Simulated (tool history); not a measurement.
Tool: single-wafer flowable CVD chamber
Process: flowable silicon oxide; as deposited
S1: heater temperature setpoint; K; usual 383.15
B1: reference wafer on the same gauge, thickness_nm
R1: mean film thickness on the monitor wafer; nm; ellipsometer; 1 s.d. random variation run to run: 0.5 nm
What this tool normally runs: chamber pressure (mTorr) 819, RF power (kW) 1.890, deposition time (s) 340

run 1 day=0.000 | S1=383.15 chamber_pressure_(mTorr)=819 RF_power_(kW)=1.890 deposition_time_(s)=340 | B1=161.989 | R1=150.435
run 2 day=2.992 | S1=383.15 chamber_pressure_(mTorr)=819 RF_power_(kW)=1.890 deposition_time_(s)=340 | B1=162.227 | R1=150.559
run 3 day=5.842 | S1=383.15 chamber_pressure_(mTorr)=819 RF_power_(kW)=2.085 deposition_time_(s)=340 | B1=161.830 | R1=153.890
-- day=7.946 RF generator calibrated, repeated, since the last time left the tool worse
run 4 day=9.879 | S1=383.15 chamber_pressure_(mTorr)=819 RF_power_(kW)=2.085 deposition_time_(s)=340 | B1=161.917 | R1=156.458
-- day=14.838 gauge calibrated
run 5 day=19.762 | S1=383.15 chamber_pressure_(mTorr)=819 RF_power_(kW)=2.085 deposition_time_(s)=340 | B1=161.948 | R1=157.218
run 6 day=23.108 | S1=383.15 chamber_pressure_(mTorr)=819 RF_power_(kW)=1.890 deposition_time_(s)=340 | B1=162.009 | R1=153.620
run 7 day=24.858 | S1=395.15 chamber_pressure_(mTorr)=819 RF_power_(kW)=1.775 deposition_time_(s)=340 | B1=162.220 | R1=110.043
run 8 day=26.988 | S1=383.15 chamber_pressure_(mTorr)=819 RF_power_(kW)=1.890 deposition_time_(s)=340 | B1=161.966 | R1=154.320
run 9 day=29.304 | S1=392.15 chamber_pressure_(mTorr)=819 RF_power_(kW)=1.890 deposition_time_(s)=340 | B1=161.964 | R1=120.706
run 10 day=32.367 | S1=371.15 chamber_pressure_(mTorr)=819 RF_power_(kW)=1.890 deposition_time_(s)=340 | B1=161.846 | R1=218.462
run 11 day=35.962 | S1=377.15 chamber_pressure_(mTorr)=768 RF_power_(kW)=2.185 deposition_time_(s)=316 | B1=161.862 | R1=164.598
run 12 day=39.033 | S1=383.15 chamber_pressure_(mTorr)=819 RF_power_(kW)=1.890 deposition_time_(s)=340 | B1=162.102 | R1=153.793
run 13 day=41.279 | S1=383.15 chamber_pressure_(mTorr)=819 RF_power_(kW)=1.890 deposition_time_(s)=340 | B1=161.931 | R1=153.715
-- day=42.371 capacitance manometer re-zeroed and calibrated
-- day=43.725 thermocouple changed; heater temperature recalibrated
run 14 day=45.258 | S1=383.15 chamber_pressure_(mTorr)=713 RF_power_(kW)=1.890 deposition_time_(s)=382 | B1=162.213 | R1=151.556
run 15 day=47.738 | S1=374.15 chamber_pressure_(mTorr)=701 RF_power_(kW)=1.890 deposition_time_(s)=340 | B1=162.098 | R1=172.740

What does the tool deliver on the next run?
-- day=49.762 RF generator calibrated
run 16 day=51.479 | S1=396.15 chamber_pressure_(mTorr)=946 RF_power_(kW)=2.065 deposition_time_(s)=340 | B1=? | R1=?

B1: 162.095
R1: 125.951 nm
With the hidden condition absent and the run-to-run variation left alone, this run would have shown R1 126.018 nm.
